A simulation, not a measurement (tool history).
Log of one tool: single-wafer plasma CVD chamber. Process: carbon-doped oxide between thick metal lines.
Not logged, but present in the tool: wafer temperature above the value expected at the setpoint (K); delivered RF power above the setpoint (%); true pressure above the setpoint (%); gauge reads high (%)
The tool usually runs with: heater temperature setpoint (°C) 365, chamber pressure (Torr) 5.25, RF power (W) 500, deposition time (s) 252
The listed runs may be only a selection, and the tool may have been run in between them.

run    hour  heater temperature setpoint (°C)  chamber pressure (Torr)  RF power (W)  deposition time (s)  wafers since the last listed run  hours since the last thermocouple change  hours since the last RF generator calibration  hours since the last manometer calibration  hours since the showerhead was replaced  hours since the gauge calibration  read-back reference wafer on the same gauge, thickness_nm  mean film thickness on the monitor wafer (angstrom)
  1     0.0                               365                     5.25           525                  252                                 0                                    1895.7                                         1208.0                                      1355.8                                   3413.4                              424.0                                                   1079.540                                             11425.56
  2    91.6                               365                     5.25           525                  252                               576                                    1987.3                                         1299.6                                      1447.4                                   3505.0                              515.6                                                   1081.185                                             11259.68
  3   148.7                               365                     5.25           525                  252                               359                                    2044.4                                         1356.7                                      1504.5                                   3562.1                              572.7                                                   1079.486                                             11360.81
  4   461.6                               365                     5.25           500                  252                              1968                                    2357.3                                         1669.6                                      1817.4                                   3875.0                              885.6                                                   1081.911                                             11040.22
  5   545.8                               365                     5.25           500                  252                               529                                    2441.5                                         1753.8                                      1901.6                                   3959.2                              969.8                                                   1081.589                                             10976.05
      572.5  -- thermocouple changed; heater temperature recalibrated
  6   621.4                               365                     5.25           500                  252                               425                                      48.9                                         1829.4                                      1977.2                                   4034.8                             1045.4                                                   1080.908                                             10969.76
      647.5  -- RF generator calibrated
      665.1  -- capacitance manometer re-zeroed and calibrated
      704.7  -- gauge calibrated
  7   705.0                               365                     5.25           500                  252                               425                                     132.5                                           57.5                                        39.9                                   4118.4                                0.3                                                   1077.716                                             11337.92
      791.4  -- showerhead replaced
  8   802.3                               353                     4.74           575                  269                               561                                     229.8                                          154.8                                       137.2                                     10.9                               97.6                                                   1081.508                                             12979.09
  9   903.4                               365                     4.40           500                  252                               636                                     330.9                                          255.9                                       238.3                                    112.0                              198.7                                                   1081.306                                             10850.15
 10   948.5                               365                     4.40           500                  252                               283                                     376.0                                          301.0                                       283.4                                    157.1                              243.8                                                   1080.474                                             10975.81
 11  1044.7                               365                     6.43           500                  252                               605                                     472.2                                          397.2                                       379.6                                    253.3                              340.0                                                   1082.018                                             11650.95
 12  1103.0                               365                     5.80           475                  273                               366                                     530.5                                          455.5                                       437.9                                    311.6                              398.3                                                   1079.418                                             12129.53
 13  1160.0                               365                     4.14           500                  281                               358                                     587.5                                          512.5                                       494.9                                    368.6                              455.3                                                   1079.714                                             12054.87
 14  1220.1                               365                     5.25           440                  252                               378                                     647.6                                          572.6                                       555.0                                    428.7                              515.4                                                   1080.435                                             10628.41
 15  1295.2                               352                     5.25           500                  206                               472                                     722.7                                          647.7                                       630.1                                    503.8                              590.5                                                   1080.389                                              9479.66

What if the next run were any one of these 4? Each begins from the tool's condition after run 15:
  A  1295.7                               365                     5.25           500                  202                                 3                                     723.2                                          648.2                                       630.6                                    504.3                              591.0                                                          ?                                                    ?
  B  1295.7                               354                     5.25           455                  252                                 3                                     723.2                                          648.2                                       630.6                                    504.3                              591.0                                                          ?                                                    ?
  C  1295.7                               365                     5.25           585                  269                                 3                                     723.2                                          648.2                                       630.6                                    504.3                              591.0                                                          ?                                                    ?
  D  1295.7                               376                     4.26           470                  230                                 3                                     723.2                                          648.2                                       630.6                                    504.3                              591.0                                                          ?                                                    ?

run  read-back reference wafer on the same gauge, thickness_nm  mean film thickness on the monitor wafer (angstrom)
  A                                                   1079.932                                              8985.28
  B                                                   1079.932                                             11064.52
  C                                                   1079.932                                             12797.04
  D                                                   1079.932                                              9356.79
Had the tool no hidden state, the same runs would have come out as:
run  mean film thickness on the monitor wafer (angstrom)
  A                                              9062.27
  B                                             11159.33
  C                                             12900.99
  D                                              9436.97
